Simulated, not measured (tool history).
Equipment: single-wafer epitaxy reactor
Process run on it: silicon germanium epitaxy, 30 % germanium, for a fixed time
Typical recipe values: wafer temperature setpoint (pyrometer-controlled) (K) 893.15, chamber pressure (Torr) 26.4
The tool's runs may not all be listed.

run,hour,wafer temperature setpoint (pyrometer-controlled) (K),chamber pressure (Torr),"read-back reference wafer on the same gauge, thickness_nm",mean film thickness on the monitor wafer (angstrom)
1,0,893.15,23.2,99.741,876.29
2,56.2,893.15,23.2,99.469,884.38
3,252.3,893.15,23.2,99.05,877.89
4,303.2,893.15,26.4,98.953,920.42
5,345.3,893.15,26.4,98.899,909.52
6,407.3,893.15,26.4,98.726,913.93
7,435.2,893.15,26.4,98.691,908.2
8,502.8,893.15,26.4,98.567,906.49
9,535.1,893.15,26.4,98.604,906.87
# hour 561.1: capacitance manometer re-zeroed and calibrated
10,564.8,893.15,26.4,98.432,913.11
11,613.1,893.15,26.4,98.338,908.93
12,677.7,893.15,26.4,98.076,904.5
13,740.5,897.15,23.7,98.003,929.27
14,812.4,893.15,26.4,97.754,897.28
15,878.1,893.15,28.6,97.683,915.52
# hour 915: gauge calibrated
# hour 920.7: pyrometer calibrated
16,947.5,893.15,26.4,100.358,920.19
# hour 977.8: showerhead replaced
17,978.3,901.15,29.9,100.312,1093.83
18,1045.7,885.15,29.2,99.947,845
19,1102.3,885.15,29.2,99.93,851.98
20,1135.5,893.15,26.4,99.822,926.48
21,1198.2,893.15,26.4,99.766,919.98
22,1250.9,904.15,19.9,99.571,1002.91
23,1288.1,893.15,26.4,99.515,925.58
24,1318.2,904.15,28.8,99.474,1121.21
25,1344.9,904.15,32.7,99.484,1166.06
26,1370.1,902.15,22.4,99.401,1000.81
27,1418.1,880.15,22.4,99.186,708.39
28,1453.2,893.15,26.4,99.182,919.64
29,1487.3,886.15,21.7,99.243,770.87
30,1527.2,907.15,22.6,99.048,1074.1
31,1559,882.15,20.6,98.932,710.35
32,1600.6,893.15,26.4,98.857,914.83

The tool's hidden state at each run:
wafer temperature above the value expected at the setpoint (K): 0, the same for each run
true pressure above the setpoint (%): 0, the same for each run
H1: gauge reads high (%)
run,H1
1,-0.957
2,-1.08
3,-1.51
4,-1.62
5,-1.71
6,-1.85
7,-1.91
8,-2.06
9,-2.13
10,-2.2
11,-2.3
12,-2.44
13,-2.58
14,-2.74
15,-2.88
16,-0.279
17,-0.346
18,-0.494
19,-0.618
20,-0.691
21,-0.828
22,-0.944
23,-1.03
24,-1.09
25,-1.15
26,-1.21
27,-1.31
28,-1.39
29,-1.46
30,-1.55
31,-1.62
32,-1.71
